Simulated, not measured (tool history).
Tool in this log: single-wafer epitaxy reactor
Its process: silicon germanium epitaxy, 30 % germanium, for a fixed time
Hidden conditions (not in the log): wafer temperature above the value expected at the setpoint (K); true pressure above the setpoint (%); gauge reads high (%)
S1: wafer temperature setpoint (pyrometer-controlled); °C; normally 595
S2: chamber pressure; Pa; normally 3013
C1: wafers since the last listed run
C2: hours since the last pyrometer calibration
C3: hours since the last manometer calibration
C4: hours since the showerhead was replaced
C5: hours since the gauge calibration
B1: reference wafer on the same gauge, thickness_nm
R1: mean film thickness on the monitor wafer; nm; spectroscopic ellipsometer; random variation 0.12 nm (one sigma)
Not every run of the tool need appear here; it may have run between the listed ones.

{"run": 1, "hour": 0.0, "S1": 600, "S2": 3013, "C1": 0, "C2": 1536.5, "C3": 1128.1, "C4": 3874.0, "C5": 271.0, "B1": 48.294, "R1": 62.669}
{"run": 2, "hour": 42.0, "S1": 600, "S2": 3013, "C1": 1011, "C2": 1578.5, "C3": 1170.1, "C4": 3916.0, "C5": 313.0, "B1": 48.297, "R1": 62.756}
{"run": 3, "hour": 84.1, "S1": 600, "S2": 3013, "C1": 1014, "C2": 1620.6, "C3": 1212.2, "C4": 3958.1, "C5": 355.1, "B1": 48.321, "R1": 62.884}
{"run": 4, "hour": 113.4, "S1": 606, "S2": 3013, "C1": 705, "C2": 1649.9, "C3": 1241.5, "C4": 3987.4, "C5": 384.4, "B1": 48.282, "R1": 69.105}
{"run": 5, "hour": 146.1, "S1": 606, "S2": 3013, "C1": 787, "C2": 1682.6, "C3": 1274.2, "C4": 4020.1, "C5": 417.1, "B1": 48.303, "R1": 68.827}
{"run": 6, "hour": 181.6, "S1": 606, "S2": 3013, "C1": 855, "C2": 1718.1, "C3": 1309.7, "C4": 4055.6, "C5": 452.6, "B1": 48.308, "R1": 68.8}
{"run": 7, "hour": 205.8, "S1": 595, "S2": 3013, "C1": 582, "C2": 1742.3, "C3": 1333.9, "C4": 4079.8, "C5": 476.8, "B1": 48.315, "R1": 57.836}
{"run": 8, "hour": 221.2, "S1": 595, "S2": 3013, "C1": 370, "C2": 1757.7, "C3": 1349.3, "C4": 4095.2, "C5": 492.2, "B1": 48.319, "R1": 57.952}
{"run": 9, "hour": 246.4, "S1": 595, "S2": 3013, "C1": 607, "C2": 1782.9, "C3": 1374.5, "C4": 4120.4, "C5": 517.4, "B1": 48.307, "R1": 57.873}
{"run": 10, "hour": 261.8, "S1": 589, "S2": 3013, "C1": 370, "C2": 1798.3, "C3": 1389.9, "C4": 4135.8, "C5": 532.8, "B1": 48.285, "R1": 52.588}
{"run": 11, "hour": 293.1, "S1": 589, "S2": 3013, "C1": 753, "C2": 1829.6, "C3": 1421.2, "C4": 4167.1, "C5": 564.1, "B1": 48.299, "R1": 52.73}
{"hour": 296.0, "done": "gauge calibrated"}
{"run": 12, "hour": 315.6, "S1": 595, "S2": 3666, "C1": 541, "C2": 1852.1, "C3": 1443.7, "C4": 4189.6, "C5": 19.6, "B1": 48.296, "R1": 62.531}
{"hour": 329.3, "done": "showerhead replaced"}
{"hour": 339.7, "done": "pyrometer calibrated"}
{"run": 13, "hour": 340.2, "S1": 601, "S2": 2520, "C1": 207, "C2": 0.5, "C3": 1468.3, "C4": 10.9, "C5": 44.2, "B1": 48.283, "R1": 57.923}
{"run": 14, "hour": 365.3, "S1": 583, "S2": 3013, "C1": 604, "C2": 25.6, "C3": 1493.4, "C4": 36.0, "C5": 69.3, "B1": 48.289, "R1": 45.981}
{"run": 15, "hour": 400.9, "S1": 600, "S2": 3013, "C1": 857, "C2": 61.2, "C3": 1529.0, "C4": 71.6, "C5": 104.9, "B1": 48.3, "R1": 60.968}
{"run": 16, "hour": 427.1, "S1": 607, "S2": 3560, "C1": 631, "C2": 87.4, "C3": 1555.2, "C4": 97.8, "C5": 131.1, "B1": 48.298, "R1": 72.503}
{"hour": 445.4, "done": "capacitance manometer re-zeroed and calibrated"}
{"run": 17, "hour": 449.1, "S1": 589, "S2": 3600, "C1": 337, "C2": 109.4, "C3": 3.7, "C4": 119.8, "C5": 153.1, "B1": 48.303, "R1": 54.376}
{"run": 18, "hour": 525.6, "S1": 595, "S2": 2746, "C1": 1842, "C2": 185.9, "C3": 80.2, "C4": 196.3, "C5": 229.6, "B1": 48.284, "R1": 54.541}
{"run": 19, "hour": 540.9, "S1": 608, "S2": 2533, "C1": 368, "C2": 201.2, "C3": 95.5, "C4": 211.6, "C5": 244.9, "B1": 48.306, "R1": 65.266}
{"run": 20, "hour": 644.2, "S1": 607, "S2": 3560, "C1": 2488, "C2": 304.5, "C3": 198.8, "C4": 314.9, "C5": 348.2, "B1": 48.265, "R1": 72.965}
{"run": 21, "hour": 661.0, "S1": 595, "S2": 3013, "C1": 404, "C2": 321.3, "C3": 215.6, "C4": 331.7, "C5": 365.0, "B1": 48.29, "R1": 56.586}
{"run": 22, "hour": 677.7, "S1": 604, "S2": 3266, "C1": 402, "C2": 338.0, "C3": 232.3, "C4": 348.4, "C5": 381.7, "B1": 48.322, "R1": 67.269}
{"run": 23, "hour": 698.6, "S1": 581, "S2": 2293, "C1": 503, "C2": 358.9, "C3": 253.2, "C4": 369.3, "C5": 402.6, "B1": 48.297, "R1": 40.764}

Each row is a separate what-if for the run after 23, all from the same tool condition, not one after another. Results?
{"run": "A", "hour": 699.0, "S1": 595, "S2": 3013, "C1": 9, "C2": 359.3, "C3": 253.6, "C4": 369.7, "C5": 403.0, "B1": "?", "R1": "?"}
{"run": "B", "hour": 699.0, "S1": 584, "S2": 3413, "C1": 9, "C2": 359.3, "C3": 253.6, "C4": 369.7, "C5": 403.0, "B1": "?", "R1": "?"}
{"run": "C", "hour": 699.0, "S1": 607, "S2": 2320, "C1": 9, "C2": 359.3, "C3": 253.6, "C4": 369.7, "C5": 403.0, "B1": "?", "R1": "?"}
{"run": "D", "hour": 699.0, "S1": 580, "S2": 3653, "C1": 9, "C2": 359.3, "C3": 253.6, "C4": 369.7, "C5": 403.0, "B1": "?", "R1": "?"}
{"run": "E", "hour": 699.0, "S1": 584, "S2": 2453, "C1": 9, "C2": 359.3, "C3": 253.6, "C4": 369.7, "C5": 403.0, "B1": "?", "R1": "?"}

run=A B1=48.296 R1=56.469
run=B B1=48.296 R1=49.363
run=C B1=48.296 R1=62.222
run=D B1=48.296 R1=47.363
run=E B1=48.296 R1=43.705
Without the tool's unlogged condition, the same runs would have read:
run=A R1=56.299
run=B R1=49.211
run=C R1=62.039
run=D R1=47.216
run=E R1=43.571

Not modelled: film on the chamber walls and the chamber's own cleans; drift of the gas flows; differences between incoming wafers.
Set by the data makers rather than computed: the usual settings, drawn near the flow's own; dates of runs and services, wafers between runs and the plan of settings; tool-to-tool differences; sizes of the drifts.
